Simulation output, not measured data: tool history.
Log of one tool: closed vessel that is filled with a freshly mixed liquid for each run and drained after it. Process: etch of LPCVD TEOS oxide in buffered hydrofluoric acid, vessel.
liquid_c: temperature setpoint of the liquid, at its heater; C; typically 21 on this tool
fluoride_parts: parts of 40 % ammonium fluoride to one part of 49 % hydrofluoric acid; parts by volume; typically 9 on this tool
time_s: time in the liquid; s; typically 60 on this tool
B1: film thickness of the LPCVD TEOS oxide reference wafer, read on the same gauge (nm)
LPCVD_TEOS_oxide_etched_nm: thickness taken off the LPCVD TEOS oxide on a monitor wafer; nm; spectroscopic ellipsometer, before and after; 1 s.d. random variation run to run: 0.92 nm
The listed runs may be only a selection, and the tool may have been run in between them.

{"run": 1, "day": 0.0, "liquid_c": 21, "fluoride_parts": 9, "time_s": 60, "B1": 60.01, "LPCVD_TEOS_oxide_etched_nm": 120.67}
{"run": 2, "day": 3.375, "liquid_c": 21, "fluoride_parts": 9, "time_s": 60, "B1": 60.01, "LPCVD_TEOS_oxide_etched_nm": 118.66}
{"run": 3, "day": 7.571, "liquid_c": 21, "fluoride_parts": 9, "time_s": 60, "B1": 59.97, "LPCVD_TEOS_oxide_etched_nm": 119.19}
{"run": 4, "day": 10.992, "liquid_c": 21, "fluoride_parts": 9, "time_s": 60, "B1": 60.01, "LPCVD_TEOS_oxide_etched_nm": 119.66}
{"day": 14.0, "done": "thermometer replaced"}
{"run": 5, "day": 14.75, "liquid_c": 21, "fluoride_parts": 9, "time_s": 60, "B1": 59.99, "LPCVD_TEOS_oxide_etched_nm": 109.75}
{"day": 15.038, "done": "hydrofluoric acid flow meter replaced"}
{"run": 6, "day": 16.388, "liquid_c": 21, "fluoride_parts": 7.5, "time_s": 60, "B1": 60.01, "LPCVD_TEOS_oxide_etched_nm": 134.95}
{"day": 18.571, "done": "gauge calibrated"}
{"run": 7, "day": 20.538, "liquid_c": 21, "fluoride_parts": 7.5, "time_s": 60, "B1": 59.99, "LPCVD_TEOS_oxide_etched_nm": 133.46}
{"day": 23.642, "done": "thermometer replaced, repeated, since the last time left the tool worse"}
{"run": 8, "day": 23.971, "liquid_c": 21, "fluoride_parts": 9, "time_s": 60, "B1": 60, "LPCVD_TEOS_oxide_etched_nm": 129.29}
{"run": 9, "day": 28.3, "liquid_c": 21, "fluoride_parts": 9, "time_s": 95, "B1": 60.01, "LPCVD_TEOS_oxide_etched_nm": 203.65}
{"run": 10, "day": 30.15, "liquid_c": 17.5, "fluoride_parts": 11.5, "time_s": 30, "B1": 59.99, "LPCVD_TEOS_oxide_etched_nm": 43.5}
{"run": 11, "day": 33.808, "liquid_c": 21, "fluoride_parts": 9, "time_s": 95, "B1": 60.02, "LPCVD_TEOS_oxide_etched_nm": 203.63}
{"run": 12, "day": 36.975, "liquid_c": 21, "fluoride_parts": 9, "time_s": 50, "B1": 60.01, "LPCVD_TEOS_oxide_etched_nm": 105.57}
{"run": 13, "day": 38.479, "liquid_c": 21, "fluoride_parts": 9, "time_s": 70, "B1": 59.99, "LPCVD_TEOS_oxide_etched_nm": 149.93}
{"run": 14, "day": 40.067, "liquid_c": 25, "fluoride_parts": 5.5, "time_s": 80, "B1": 59.99, "LPCVD_TEOS_oxide_etched_nm": 337.45}
{"run": 15, "day": 41.692, "liquid_c": 23.5, "fluoride_parts": 7.5, "time_s": 35, "B1": 59.98, "LPCVD_TEOS_oxide_etched_nm": 102.26}

Each row is a separate what-if for the run after 15, all from the same tool condition, not one after another. Results?
{"run": "A", "day": 41.721, "liquid_c": 21, "fluoride_parts": 9, "time_s": 60, "B1": "?", "LPCVD_TEOS_oxide_etched_nm": "?"}
{"run": "B", "day": 41.721, "liquid_c": 21, "fluoride_parts": 7, "time_s": 85, "B1": "?", "LPCVD_TEOS_oxide_etched_nm": "?"}
{"run": "C", "day": 41.721, "liquid_c": 21, "fluoride_parts": 9, "time_s": 30, "B1": "?", "LPCVD_TEOS_oxide_etched_nm": "?"}

run=A B1=60.02 LPCVD_TEOS_oxide_etched_nm=125.8
run=B B1=60.02 LPCVD_TEOS_oxide_etched_nm=233.96
run=C B1=60.02 LPCVD_TEOS_oxide_etched_nm=62.9
With the hidden condition removed and each run's random variation left untouched, the same runs would have given:
run=A LPCVD_TEOS_oxide_etched_nm=130.87
run=B LPCVD_TEOS_oxide_etched_nm=243.39
run=C LPCVD_TEOS_oxide_etched_nm=65.44
